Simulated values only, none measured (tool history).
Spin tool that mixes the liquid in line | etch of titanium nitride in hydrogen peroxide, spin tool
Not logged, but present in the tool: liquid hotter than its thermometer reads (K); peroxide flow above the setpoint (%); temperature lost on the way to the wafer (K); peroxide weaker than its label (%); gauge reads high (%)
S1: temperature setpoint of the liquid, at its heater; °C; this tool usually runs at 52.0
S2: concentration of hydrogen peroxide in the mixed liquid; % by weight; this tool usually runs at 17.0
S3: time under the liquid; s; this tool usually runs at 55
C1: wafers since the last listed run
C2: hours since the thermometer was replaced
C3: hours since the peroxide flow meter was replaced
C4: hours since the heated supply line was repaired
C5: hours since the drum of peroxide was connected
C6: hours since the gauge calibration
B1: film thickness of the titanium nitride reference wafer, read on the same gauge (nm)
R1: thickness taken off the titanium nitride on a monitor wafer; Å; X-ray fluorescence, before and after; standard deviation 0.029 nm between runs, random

| run | day | S1 | S2 | S3 | C1 | C2 | C3 | C4 | C5 | C6 | B1 | R1 |
|---|---|---|---|---|---|---|---|---|---|---|---|---|
| 1 | 0.000 | 52.0 | 20.5 | 55 | 0 | 2721.5 | 239.3 | 2134.8 | 189.4 | 542.6 | 150.044 | 42.60 |
| 2 | 2.258 | 52.0 | 20.5 | 55 | 550 | 2775.7 | 293.5 | 2189.0 | 243.6 | 596.8 | 150.019 | 41.83 |
| 3 | 4.817 | 52.0 | 20.0 | 55 | 623 | 2837.1 | 354.9 | 2250.4 | 305.0 | 658.2 | 150.001 | 42.21 |
| 4 | 8.521 | 52.0 | 20.0 | 55 | 902 | 2926.0 | 443.8 | 2339.3 | 393.9 | 747.1 | 150.036 | 42.00 |
| 5 | 12.854 | 52.0 | 20.0 | 55 | 1055 | 3030.0 | 547.8 | 2443.3 | 497.9 | 851.1 | 150.000 | 42.70 |
| 6 | 15.196 | 52.0 | 15.5 | 55 | 570 | 3086.2 | 604.0 | 2499.5 | 554.1 | 907.3 | 150.044 | 40.10 |
| 7 | 17.488 | 52.0 | 15.5 | 55 | 558 | 3141.2 | 659.0 | 2554.5 | 609.1 | 962.3 | 149.988 | 39.91 |
|  | 17.979 | thermometer replaced |
|  | 19.483 | gauge calibrated |
| 8 | 21.933 | 52.0 | 17.0 | 75 | 1073 | 94.9 | 765.7 | 2661.2 | 715.8 | 58.8 | 150.009 | 48.53 |
|  | 25.388 | heated supply line repaired |
| 9 | 26.421 | 52.0 | 17.0 | 75 | 1083 | 202.6 | 873.4 | 24.8 | 823.5 | 166.5 | 150.015 | 51.79 |
| 10 | 32.767 | 52.0 | 17.0 | 75 | 1546 | 354.9 | 1025.7 | 177.1 | 975.8 | 318.8 | 150.021 | 52.15 |
| 11 | 34.454 | 57.0 | 17.0 | 55 | 411 | 395.4 | 1066.2 | 217.6 | 1016.3 | 359.3 | 149.964 | 53.91 |
| 12 | 36.888 | 52.0 | 17.0 | 55 | 592 | 453.8 | 1124.6 | 276.0 | 1074.7 | 417.7 | 150.001 | 37.67 |
|  | 38.217 | peroxide flow meter replaced |
| 13 | 39.046 | 54.5 | 14.5 | 65 | 515 | 505.6 | 19.9 | 327.8 | 1126.5 | 469.5 | 149.988 | 51.60 |
| 14 | 42.625 | 58.0 | 19.5 | 90 | 872 | 591.5 | 105.8 | 413.7 | 1212.4 | 555.4 | 149.995 | 99.32 |
|  | 45.588 | new drum of peroxide connected |
| 15 | 46.208 | 52.0 | 15.0 | 30 | 862 | 677.5 | 191.8 | 499.7 | 14.9 | 641.4 | 150.017 | 20.37 |
| 16 | 48.562 | 43.5 | 17.0 | 80 | 573 | 734.0 | 248.3 | 556.2 | 71.4 | 697.9 | 150.018 | 30.05 |
| 17 | 50.854 | 56.5 | 14.0 | 55 | 558 | 789.0 | 303.3 | 611.2 | 126.4 | 752.9 | 150.007 | 50.74 |
| 18 | 52.896 | 52.0 | 17.0 | 45 | 497 | 838.0 | 352.3 | 660.2 | 175.4 | 801.9 | 149.976 | 31.96 |
| 19 | 56.071 | 54.5 | 14.5 | 65 | 773 | 914.2 | 428.5 | 736.4 | 251.6 | 878.1 | 150.053 | 52.82 |
| 20 | 58.229 | 44.5 | 17.0 | 55 | 525 | 966.0 | 480.3 | 788.2 | 303.4 | 929.9 | 150.004 | 22.46 |

Selected run-to-run steps in R1, each split into two signed amounts: the part the tool would show with no hidden state at all (from settings, incoming material and random variation), and the remainder, which goes to the hidden state together with any gauge scatter not common to the measured and the hidden-state-free results:
Run 7 -> 8: S2 15.5 -> 17.0, S3 55 -> 75, thermometer replaced, gauge calibrated. R1 +8.62 Å: hidden state -6.02, all else +14.64.
Run 8 -> 9: heated supply line repaired. R1 +3.26 Å: hidden state +3.30, all else -0.04.
Run 13 -> 14: S1 54.5 -> 58.0, S2 14.5 -> 19.5, S3 65 -> 90. R1 +47.72 Å: hidden state +1.22, all else +46.50.
Run 14 -> 15: S1 58.0 -> 52.0, S2 19.5 -> 15.0, S3 90 -> 30, new drum of peroxide connected. R1 -78.95 Å: hidden state -1.83, all else -77.12.
